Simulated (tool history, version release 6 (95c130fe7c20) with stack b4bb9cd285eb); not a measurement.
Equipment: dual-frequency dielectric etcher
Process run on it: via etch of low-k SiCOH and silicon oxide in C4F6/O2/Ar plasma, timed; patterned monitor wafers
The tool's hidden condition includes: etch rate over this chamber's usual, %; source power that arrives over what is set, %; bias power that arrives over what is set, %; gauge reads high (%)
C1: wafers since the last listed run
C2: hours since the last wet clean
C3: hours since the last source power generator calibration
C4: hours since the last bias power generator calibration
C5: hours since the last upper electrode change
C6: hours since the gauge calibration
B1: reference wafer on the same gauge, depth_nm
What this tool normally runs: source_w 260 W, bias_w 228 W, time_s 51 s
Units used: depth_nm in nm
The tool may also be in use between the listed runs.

Run 1, hour 0: usual settings; C1 0; C2 461.1; C3 2891.5; C4 3189.1; C5 4131.9; C6 27; B1 128. Result: depth_nm 108.1 nm.
Run 2, hour 47.8: usual settings; C1 499; C2 508.9; C3 2939.3; C4 3236.9; C5 4179.7; C6 74.8; B1 128. Result: depth_nm 107 nm.
At hour 79.9: wet clean of the chamber.
Run 3, hour 85.6: usual settings; C1 144; C2 5.7; C3 2977.1; C4 3274.7; C5 4217.5; C6 112.6; B1 128.1. Result: depth_nm 110.2 nm.
Run 4, hour 149.9: usual settings but source_w 230 W; C1 672; C2 70; C3 3041.4; C4 3339; C5 4281.8; C6 176.9; B1 128. Result: depth_nm 104.4 nm.
Run 5, hour 174.2: usual settings but source_w 230 W; C1 254; C2 94.3; C3 3065.7; C4 3363.3; C5 4306.1; C6 201.2; B1 128. Result: depth_nm 104.6 nm.
Run 6, hour 207.5: usual settings but source_w 230 W; C1 348; C2 127.6; C3 3099; C4 3396.6; C5 4339.4; C6 234.5; B1 128. Result: depth_nm 104.7 nm.
Run 7, hour 256.7: usual settings; C1 514; C2 176.8; C3 3148.2; C4 3445.8; C5 4388.6; C6 283.7; B1 128. Result: depth_nm 108.9 nm.
Run 8, hour 306.6: usual settings; C1 521; C2 226.7; C3 3198.1; C4 3495.7; C5 4438.5; C6 333.6; B1 127.9. Result: depth_nm 108.6 nm.
Run 9, hour 358: usual settings but bias_w 260 W; C1 537; C2 278.1; C3 3249.5; C4 3547.1; C5 4489.9; C6 385; B1 128. Result: depth_nm 117.1 nm.
Run 10, hour 395.9: usual settings; C1 396; C2 316; C3 3287.4; C4 3585; C5 4527.8; C6 422.9; B1 128.1. Result: depth_nm 108.9 nm.
Run 11, hour 446.3: usual settings; C1 527; C2 366.4; C3 3337.8; C4 3635.4; C5 4578.2; C6 473.3; B1 127.9. Result: depth_nm 108.1 nm.
At hour 499: wet clean of the chamber.
Run 12, hour 499.5: usual settings but time_s 38.5 s; C1 305; C2 0.5; C3 3391; C4 3688.6; C5 4631.4; C6 526.5; B1 127.9. Result: depth_nm 83.6 nm.
At hour 544.5: source power generator calibrated.
Run 13, hour 546: usual settings but time_s 38.5 s; C1 444; C2 47; C3 1.5; C4 3735.1; C5 4677.9; C6 573; B1 128.3. Result: depth_nm 82.9 nm.
Run 14, hour 615: usual settings but time_s 38.5 s; C1 721; C2 116; C3 70.5; C4 3804.1; C5 4746.9; C6 642; B1 127.9. Result: depth_nm 83.1 nm.
Run 15, hour 643.8: usual settings but bias_w 177 W; C1 301; C2 144.8; C3 99.3; C4 3832.9; C5 4775.7; C6 670.8; B1 128.1. Result: depth_nm 95 nm.
Run 16, hour 672: usual settings but bias_w 210 W; C1 294; C2 173; C3 127.5; C4 3861.1; C5 4803.9; C6 699; B1 128.1. Result: depth_nm 104.8 nm.
Run 17, hour 730.7: usual settings but bias_w 209 W, time_s 37.5 s; C1 613; C2 231.7; C3 186.2; C4 3919.8; C5 4862.6; C6 757.7; B1 128. Result: depth_nm 76.7 nm.
At hour 757.2: upper electrode replaced.
Run 18, hour 796.3: usual settings but source_w 290 W, bias_w 250 W, time_s 43.5 s; C1 434; C2 297.3; C3 251.8; C4 3985.4; C5 39.1; C6 823.3; B1 128. Result: depth_nm 101.4 nm.
Run 19, hour 821.1: usual settings; C1 259; C2 322.1; C3 276.6; C4 4010.2; C5 63.9; C6 848.1; B1 127.9. Result: depth_nm 108.2 nm.
Run 20, hour 869.2: usual settings but bias_w 194 W; C1 502; C2 370.2; C3 324.7; C4 4058.3; C5 112; C6 896.2; B1 128.1. Result: depth_nm 99.5 nm.
Run 21, hour 900.4: usual settings but source_w 230 W, bias_w 272 W, time_s 65.5 s; C1 326; C2 401.4; C3 355.9; C4 4089.5; C5 143.2; C6 927.4; B1 128. Result: depth_nm 145.7 nm.
At hour 947.3: bias power generator calibrated.
At hour 956.7: wet clean of the chamber.
Run 22, hour 957.2: usual settings but source_w 300 W, bias_w 243 W, time_s 64.5 s; C1 453; C2 0.5; C3 412.7; C4 9.9; C5 200; C6 984.2; B1 128. Result: depth_nm 152.3 nm.
Run 23, hour 981.9: usual settings but source_w 320 W, bias_w 245 W, time_s 45.5 s; C1 258; C2 25.2; C3 437.4; C4 34.6; C5 224.7; C6 1008.9; B1 128. Result: depth_nm 111.1 nm.
At hour 990.2: gauge calibrated.
Run 24, hour 1037.6: usual settings; C1 582; C2 80.9; C3 493.1; C4 90.3; C5 280.4; C6 47.4; B1 128.2. Result: depth_nm 110.6 nm.
Run 25, hour 1096.3: usual settings but source_w 310 W, bias_w 189 W; C1 613; C2 139.6; C3 551.8; C4 149; C5 339.1; C6 106.1; B1 128. Result: depth_nm 105 nm.
Run 26, hour 1159.2: usual settings but source_w 310 W, bias_w 281 W; C1 657; C2 202.5; C3 614.7; C4 211.9; C5 402; C6 169; B1 128. Result: depth_nm 130.1 nm.
Run 27, hour 1187.8: usual settings but source_w 220 W, time_s 58 s; C1 299; C2 231.1; C3 643.3; C4 240.5; C5 430.6; C6 197.6; B1 127.9. Result: depth_nm 115.7 nm.
Run 28, hour 1242.1: usual settings but time_s 66 s; C1 567; C2 285.4; C3 697.6; C4 294.8; C5 484.9; C6 251.9; B1 128.1. Result: depth_nm 140.7 nm.
Run 29, hour 1267.9: usual settings; C1 269; C2 311.2; C3 723.4; C4 320.6; C5 510.7; C6 277.7; B1 128. Result: depth_nm 109 nm.

What differs in the tool's unlogged condition from the final listed run ahead of each entry between runs to the first listed run following it?
From run 2 to run 3: wet clean of the chamber (hour 79.9)
  etch rate over this chamber's usual, %: -3.1 -> -0.0649
  what was measured, less what the result would be without the hidden state, depth_nm: -3.4 -> -0.1 nm
From run 11 to run 12: wet clean of the chamber (hour 499)
  etch rate over this chamber's usual, %: -2.16 -> -0.0923
  what was measured, less what the result would be without the hidden state, depth_nm: -2.4 -> -0.1 nm
From run 12 to run 13: source power generator calibrated (hour 544.5)
  etch rate over this chamber's usual, %: -0.0923 -> -0.363
  what was measured, less what the result would be without the hidden state, depth_nm: -0.1 -> -0.3 nm
From run 17 to run 18: upper electrode replaced (hour 757.2)
  etch rate over this chamber's usual, %: -1.44 -> -1.82
  what was measured, less what the result would be without the hidden state, depth_nm: -1.1 -> -1.9 nm
From run 21 to run 22: bias power generator calibrated (hour 947.3); wet clean of the chamber (hour 956.7)
  etch rate over this chamber's usual, %: -2.42 -> -0.222
  what was measured, less what the result would be without the hidden state, depth_nm: -3.6 -> -0.4 nm
From run 23 to run 24: gauge calibrated (hour 990.2)
  etch rate over this chamber's usual, %: -0.366 -> -0.689
  what was measured, less what the result would be without the hidden state, depth_nm: -0.4 -> -0.8 nm

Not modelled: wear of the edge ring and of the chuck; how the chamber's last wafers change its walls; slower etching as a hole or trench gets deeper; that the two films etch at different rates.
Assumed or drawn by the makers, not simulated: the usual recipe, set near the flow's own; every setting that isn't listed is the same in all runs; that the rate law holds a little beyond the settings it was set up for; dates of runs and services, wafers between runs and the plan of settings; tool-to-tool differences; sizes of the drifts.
